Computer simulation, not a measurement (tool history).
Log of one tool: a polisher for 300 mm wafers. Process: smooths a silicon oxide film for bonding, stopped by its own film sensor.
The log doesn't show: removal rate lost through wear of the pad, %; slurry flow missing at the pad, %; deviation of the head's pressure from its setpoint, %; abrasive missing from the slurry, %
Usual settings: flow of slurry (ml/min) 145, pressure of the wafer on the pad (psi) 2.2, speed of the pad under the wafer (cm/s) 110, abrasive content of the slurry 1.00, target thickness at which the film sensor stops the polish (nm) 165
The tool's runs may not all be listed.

run	hour	flow of slurry (ml/min)	pressure of the wafer on the pad (psi)	speed of the pad under the wafer (cm/s)	abrasive content of the slurry	target thickness at which the film sensor stops the polish (nm)	wafers since the last listed run	wafers polished on this pad	hours since the slurry nozzle was cleaned	hours since the head pressure was calibrated	hours since the slurry blender was calibrated	incoming thickness of the incoming film, nm	time until the film sensor stopped the polish (s)
1	0.0	145	2.2	134	1.00	165	0	546	192.3	36.0	33.3	192.6	37.5
# hour 11.5: slurry nozzle cleaned
2	26.5	145	2.2	134	1.00	165	330	876	15.0	62.5	59.8	185.9	28.5
3	72.9	145	2.2	134	1.00	165	600	1477	61.4	108.9	106.2	189.5	36.4
# hour 80.3: worn pad replaced by a new one
4	88.0	145	2.2	110	1.00	165	143	100	76.5	124.0	121.3	193.0	44.6
5	108.2	145	2.2	110	1.00	165	261	361	96.7	144.2	141.5	190.9	40.7
# hour 115.7: slurry blender recalibrated
6	130.6	145	2.2	110	1.00	165	264	625	119.1	166.6	14.9	189.0	37.4
7	146.0	145	2.2	110	1.00	165	199	825	134.5	182.0	30.3	189.9	41.1
8	172.4	145	2.2	120	1.00	165	341	1166	160.9	208.4	56.7	192.1	43.4
# hour 203.4: worn pad replaced by a new one
9	203.9	145	2.2	120	1.00	165	355	6	192.4	239.9	88.2	190.2	35.9
# hour 228.4: slurry nozzle cleaned
10	233.4	145	2.2	110	1.00	165	368	375	5.0	269.4	117.7	188.7	36.5
# hour 239.4: slurry blender recalibrated
11	260.9	145	2.2	110	1.00	165	330	705	32.5	296.9	21.5	189.2	38.2
12	289.9	145	2.2	110	1.00	165	375	1080	61.5	325.9	50.5	187.8	37.2
13	325.8	145	2.2	110	1.00	165	464	1545	97.4	361.8	86.4	187.1	38.4
# hour 344.2: worn pad replaced by a new one, of another model than before
14	358.3	145	2.7	120	1.15	172	368	182	129.9	394.3	118.9	190.2	23.2
# hour 381.4: slurry blender recalibrated
15	393.8	145	2.0	110	1.00	165	433	616	165.4	429.8	12.4	187.8	38.2
16	421.0	145	2.2	110	1.00	165	352	968	192.6	457.0	39.6	189.5	39.6
# hour 432.2: slurry nozzle cleaned
17	443.7	145	2.8	82	1.15	163	280	1249	11.5	479.7	62.3	193.3	51.2
18	467.0	145	2.6	110	1.00	165	301	1551	34.8	503.0	85.6	189.3	40.6
19	482.6	145	2.2	138	1.10	165	201	1752	50.4	518.6	101.2	190.5	38.1
# hour 496.0: worn pad replaced by a new one
# hour 507.1: head pressure recalibrated
20	510.5	145	2.2	110	1.00	165	283	161	78.3	3.4	129.1	186.0	33.0
# hour 513.0: slurry blender recalibrated
21	526.6	110	1.7	130	1.00	165	182	344	94.4	19.5	13.6	186.4	34.3
22	559.2	115	2.2	110	1.00	165	422	766	127.0	52.1	46.2	188.3	37.5
23	593.2	145	2.6	110	1.00	172	440	1206	161.0	86.1	80.2	192.2	31.3
# hour 609.8: worn pad replaced by a new one
24	627.9	145	2.2	82	1.00	171	397	233	195.7	120.8	114.9	191.1	38.0
# hour 635.4: slurry blender recalibrated
25	654.3	145	2.2	74	1.00	165	315	549	222.1	147.2	18.9	194.1	59.0
26	666.6	145	2.2	110	1.00	165	159	709	234.4	159.5	31.2	190.0	39.5

Forecast each of these 4 alternatives for the next run:
A	667.0	145	2.2	110	1.00	165	5	714	234.8	159.9	31.6	190.6	?
B	667.0	160	2.2	110	1.00	165	5	714	234.8	159.9	31.6	190.6	?
C	667.0	190	2.2	110	1.00	158	5	714	234.8	159.9	31.6	190.6	?
D	667.0	195	2.2	96	1.00	160	5	714	234.8	159.9	31.6	190.6	?

run	time until the film sensor stopped the polish (s)
A	40.7
B	40.3
C	50.5
D	51.5
Without the tool's hidden state the same runs would have given:
run	time until the film sensor stopped the polish (s)
A	39.2
B	38.9
C	48.7
D	49.6

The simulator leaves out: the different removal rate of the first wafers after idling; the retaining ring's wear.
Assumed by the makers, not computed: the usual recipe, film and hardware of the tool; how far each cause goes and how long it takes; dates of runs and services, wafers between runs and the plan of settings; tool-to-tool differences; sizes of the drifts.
